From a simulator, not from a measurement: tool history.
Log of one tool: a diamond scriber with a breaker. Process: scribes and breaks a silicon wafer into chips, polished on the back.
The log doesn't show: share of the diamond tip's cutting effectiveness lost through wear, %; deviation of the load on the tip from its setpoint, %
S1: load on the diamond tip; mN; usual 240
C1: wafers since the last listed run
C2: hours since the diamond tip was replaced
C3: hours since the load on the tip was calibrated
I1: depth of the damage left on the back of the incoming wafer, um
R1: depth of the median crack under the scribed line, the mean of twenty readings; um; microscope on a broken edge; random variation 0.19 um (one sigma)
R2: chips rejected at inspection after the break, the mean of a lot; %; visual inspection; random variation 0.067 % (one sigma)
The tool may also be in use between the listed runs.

run,hour,S1,C1,C2,C3,I1,R1,R2
1,0,240,0,182.4,1686.8,0.04,11.54,1.22
2,9.7,240,21,192.1,1696.5,0.04,11.54,1.34
3,23.7,240,30,206.1,1710.5,0.01,11.62,1.22
4,32.6,215,19,215,1719.4,0.04,10.5,4.95
5,42,215,20,224.4,1728.8,0.02,10.4,4.59
6,50,215,17,232.4,1736.8,0.05,10.63,5.05
7,57.8,240,17,240.2,1744.6,0.05,11.43,1.3
8,64.2,240,14,246.6,1751,0.01,11.5,1.15
9,76.9,172,28,259.3,1763.7,0.05,8.59,29.97
10,87.8,240,24,270.2,1774.6,0.03,11.51,1.2
11,96.3,200,18,278.7,1783.1,0.01,9.78,10.93
# hour 108.7: load on the tip recalibrated
12,111.1,289,28,293.5,2.4,0.04,13.43,10.99
13,127,218,35,309.4,18.3,0.03,10.65,3.91
# hour 134.2: diamond tip replaced by a new one
14,134.7,240,12,0.5,26,0.03,11.43,1.2
15,145.1,203,23,10.9,36.4,0.02,10.08,9.16
16,159.6,305,32,25.4,50.9,0.03,14.08,14.76
17,177.6,240,39,43.4,68.9,0.04,11.36,1.16

Forecast each of these 3 alternatives for the next run:
A,178.2,240,1,44,69.5,0.01,?,?
B,178.2,206,1,44,69.5,0.01,?,?
C,178.2,210,1,44,69.5,0.01,?,?

run,R1,R2
A,11.45,1.11
B,10.03,7.37
C,10.21,5.91
Without the tool's hidden state the same runs would have given:
run,R1,R2
A,11.45,1.11
B,10.03,7.37
C,10.21,5.91
